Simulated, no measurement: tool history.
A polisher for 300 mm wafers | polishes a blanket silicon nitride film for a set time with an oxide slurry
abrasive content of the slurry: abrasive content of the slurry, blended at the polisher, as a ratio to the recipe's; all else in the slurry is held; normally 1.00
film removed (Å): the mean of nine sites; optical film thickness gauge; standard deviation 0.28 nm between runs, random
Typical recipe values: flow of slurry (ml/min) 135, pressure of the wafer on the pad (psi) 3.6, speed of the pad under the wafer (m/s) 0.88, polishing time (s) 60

| run | hour | flow of slurry (ml/min) | pressure of the wafer on the pad (psi) | speed of the pad under the wafer (m/s) | abrasive content of the slurry | polishing time (s) | wafers since the last listed run | wafers polished on this pad | hours since the slurry nozzle was cleaned | hours since the head pressure was calibrated | hours since the slurry blender was calibrated | hours since the conditioning disc was replaced | incoming thickness of the incoming film, nm | film removed (Å) |
|---|---|---|---|---|---|---|---|---|---|---|---|---|---|---|
| 1 | 0.0 | 135 | 3.6 | 0.88 | 1.00 | 60 | 0 | 3496 | 208.4 | 791.8 | 80.6 | 341.2 | 432.0 | 362 |
|  | 1.3 | worn pad replaced by a new one |
| 2 | 30.9 | 135 | 3.6 | 0.88 | 1.00 | 60 | 373 | 373 | 239.3 | 822.7 | 111.5 | 372.1 | 432.8 | 364 |
| 3 | 67.3 | 135 | 3.6 | 0.88 | 1.00 | 60 | 459 | 833 | 275.7 | 859.1 | 147.9 | 408.5 | 433.1 | 358 |
|  | 179.7 | conditioning disc replaced and pad reconditioned |
|  | 246.3 | worn pad replaced by a new one |
| 4 | 282.3 | 135 | 3.6 | 0.88 | 1.00 | 60 | 2638 | 455 | 490.7 | 1074.1 | 362.9 | 102.6 | 428.4 | 348 |
| 5 | 331.8 | 135 | 3.6 | 0.88 | 1.00 | 60 | 624 | 1080 | 540.2 | 1123.6 | 412.4 | 152.1 | 427.0 | 343 |
|  | 374.4 | slurry blender recalibrated |
| 6 | 395.1 | 135 | 3.6 | 0.88 | 1.00 | 60 | 773 | 1854 | 603.5 | 1186.9 | 20.7 | 215.4 | 425.6 | 372 |
| 7 | 433.9 | 135 | 3.6 | 0.88 | 1.00 | 60 | 489 | 2343 | 642.3 | 1225.7 | 59.5 | 254.2 | 424.4 | 363 |
|  | 450.6 | head pressure recalibrated |
| 8 | 482.9 | 135 | 3.6 | 0.88 | 1.00 | 60 | 593 | 2937 | 691.3 | 32.3 | 108.5 | 303.2 | 429.6 | 386 |
| 9 | 513.9 | 135 | 3.6 | 0.88 | 1.00 | 60 | 391 | 3328 | 722.3 | 63.3 | 139.5 | 334.2 | 432.6 | 376 |
|  | 538.8 | worn pad replaced by a new one |
| 10 | 580.7 | 135 | 3.6 | 0.88 | 1.00 | 60 | 792 | 529 | 789.1 | 130.1 | 206.3 | 401.0 | 423.2 | 367 |
|  | 584.0 | slurry nozzle cleaned |
| 11 | 647.4 | 135 | 3.6 | 0.88 | 1.00 | 60 | 829 | 1358 | 63.4 | 196.8 | 273.0 | 467.7 | 427.8 | 363 |
|  | 657.5 | conditioning disc replaced and pad reconditioned |
| 12 | 727.2 | 135 | 4.2 | 0.88 | 1.00 | 78 | 982 | 2340 | 143.2 | 276.6 | 352.8 | 69.7 | 432.9 | 526 |
|  | 824.1 | worn pad replaced by a new one |
|  | 840.2 | slurry blender recalibrated |
| 13 | 922.9 | 175 | 3.9 | 0.88 | 1.10 | 51 | 2395 | 1222 | 338.9 | 472.3 | 82.7 | 265.4 | 427.2 | 358 |
|  | 1057.3 | worn pad replaced by a new one |
| 14 | 1097.9 | 150 | 3.6 | 0.88 | 1.15 | 42 | 2159 | 512 | 513.9 | 647.3 | 257.7 | 440.4 | 429.7 | 266 |
| 15 | 1142.7 | 135 | 3.6 | 0.88 | 1.00 | 60 | 565 | 1078 | 558.7 | 692.1 | 302.5 | 485.2 | 437.0 | 353 |
|  | 1147.2 | conditioning disc replaced and pad reconditioned |
| 16 | 1197.1 | 95 | 2.4 | 0.74 | 1.15 | 60 | 661 | 1739 | 613.1 | 746.5 | 356.9 | 49.9 | 431.4 | 237 |
| 17 | 1234.3 | 135 | 3.6 | 0.78 | 1.00 | 60 | 469 | 2209 | 650.3 | 783.7 | 394.1 | 87.1 | 434.5 | 323 |
| 18 | 1269.5 | 135 | 3.6 | 0.88 | 1.00 | 60 | 444 | 2654 | 685.5 | 818.9 | 429.3 | 122.3 | 427.9 | 351 |
|  | 1280.2 | slurry blender recalibrated |
| 19 | 1298.4 | 100 | 3.6 | 0.66 | 1.00 | 60 | 339 | 2993 | 714.4 | 847.8 | 18.2 | 151.2 | 434.9 | 297 |
|  | 1321.1 | worn pad replaced by a new one |
|  | 1338.2 | slurry nozzle cleaned |
| 20 | 1341.0 | 135 | 4.6 | 0.96 | 0.80 | 41 | 474 | 239 | 2.8 | 890.4 | 60.8 | 193.8 | 432.7 | 295 |

Forecast each of these 5 alternatives for the next run:
| A | 1341.4 | 135 | 3.6 | 0.88 | 1.00 | 60 | 5 | 244 | 3.2 | 890.8 | 61.2 | 194.2 | 429.0 | ? |
| B | 1341.4 | 120 | 3.6 | 0.88 | 1.00 | 60 | 5 | 244 | 3.2 | 890.8 | 61.2 | 194.2 | 429.0 | ? |
| C | 1341.4 | 135 | 3.6 | 1.10 | 0.80 | 60 | 5 | 244 | 3.2 | 890.8 | 61.2 | 194.2 | 429.0 | ? |
| D | 1341.4 | 135 | 3.6 | 0.88 | 1.25 | 60 | 5 | 244 | 3.2 | 890.8 | 61.2 | 194.2 | 429.0 | ? |
| E | 1341.4 | 135 | 3.6 | 0.88 | 1.25 | 47 | 5 | 244 | 3.2 | 890.8 | 61.2 | 194.2 | 429.0 | ? |

| run | film removed (Å) |
|---|---|
| A | 361 |
| B | 355 |
| C | 388 |
| D | 389 |
| E | 305 |
With no hidden state in the tool, these same runs would have given:
| run | film removed (Å) |
|---|---|
| A | 398 |
| B | 391 |
| C | 429 |
| D | 428 |
| E | 335 |
